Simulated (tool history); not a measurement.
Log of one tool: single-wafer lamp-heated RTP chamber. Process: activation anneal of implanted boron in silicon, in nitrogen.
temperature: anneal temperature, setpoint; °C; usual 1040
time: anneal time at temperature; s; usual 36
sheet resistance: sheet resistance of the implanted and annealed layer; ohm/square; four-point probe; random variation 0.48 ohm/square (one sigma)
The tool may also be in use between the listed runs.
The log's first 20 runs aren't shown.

run    hour  temperature  time  wafers since the last listed run  wafers since the last pyrometer calibration  wafers since the reflector plate was cleaned  hours since the gauge calibration  read-back reference wafer on the same gauge, sheet resistance  sheet resistance
      909.0  -- reflector plate cleaned
 21   909.5         1050    42                               479                                         1878                                             3                              565.6                                                         315.60            324.55
 22   971.6         1018    18                               498                                         2377                                           502                              627.7                                                         315.66            330.59
 23  1020.0         1040    19                               388                                         2765                                           890                              676.1                                                         315.90            327.91
 24  1200.4         1040    36                              1447                                         4213                                          2338                              856.5                                                         316.25            327.83
 25  1234.6         1048    27                               274                                         4488                                          2612                              890.7                                                         316.31            327.69
 26  1289.9         1063    44                               443                                         4931                                          3056                              946.0                                                         316.45            323.35
 27  1352.9         1016    19                               505                                         5437                                          3562                             1009.0                                                         316.68            331.72
 28  1413.6         1062    36                               487                                         5924                                          4049                             1069.7                                                         316.69            326.03
     1440.6  -- reflector plate cleaned
 29  1459.0         1013    47                               300                                         6224                                           147                             1115.1                                                         316.84            329.24
 30  1502.7         1019    19                               350                                         6575                                           498                             1158.8                                                         316.72            332.09
 31  1547.4         1055    52                               358                                         6934                                           857                             1203.5                                                         316.89            325.61
 32  1581.5         1040    20                               273                                         7207                                          1130                             1237.6                                                         316.85            328.89
 33  1635.4         1055    52                               432                                         7640                                          1563                             1291.5                                                         316.98            324.95
 34  1703.8         1025    22                               548                                         8189                                          2112                             1359.9                                                         317.02            329.99
 35  1740.9         1028    55                               297                                         8487                                          2409                             1397.0                                                         317.02            326.46
 36  1799.1         1040    36                               467                                         8954                                          2877                             1455.2                                                         316.96            328.11

Forecast each of these 5 alternatives for the next run:
  A  1799.5         1019    36                                 3                                         8957                                          2880                             1455.6                                                              ?                 ?
  B  1799.5         1024    27                                 3                                         8957                                          2880                             1455.6                                                              ?                 ?
  C  1799.5         1040    53                                 3                                         8957                                          2880                             1455.6                                                              ?                 ?
  D  1799.5         1069    36                                 3                                         8957                                          2880                             1455.6                                                              ?                 ?
  E  1799.5         1066    55                                 3                                         8957                                          2880                             1455.6                                                              ?                 ?

run  read-back reference wafer on the same gauge, sheet resistance  sheet resistance
  A                                                         317.07            329.82
  B                                                         317.07            330.23
  C                                                         317.07            325.97
  D                                                         317.07            325.34
  E                                                         317.07            323.13
Without the tool's hidden state the same runs would have given:
run  sheet resistance
  A            324.58
  B            324.99
  C            320.80
  D            320.17
  E            318.00
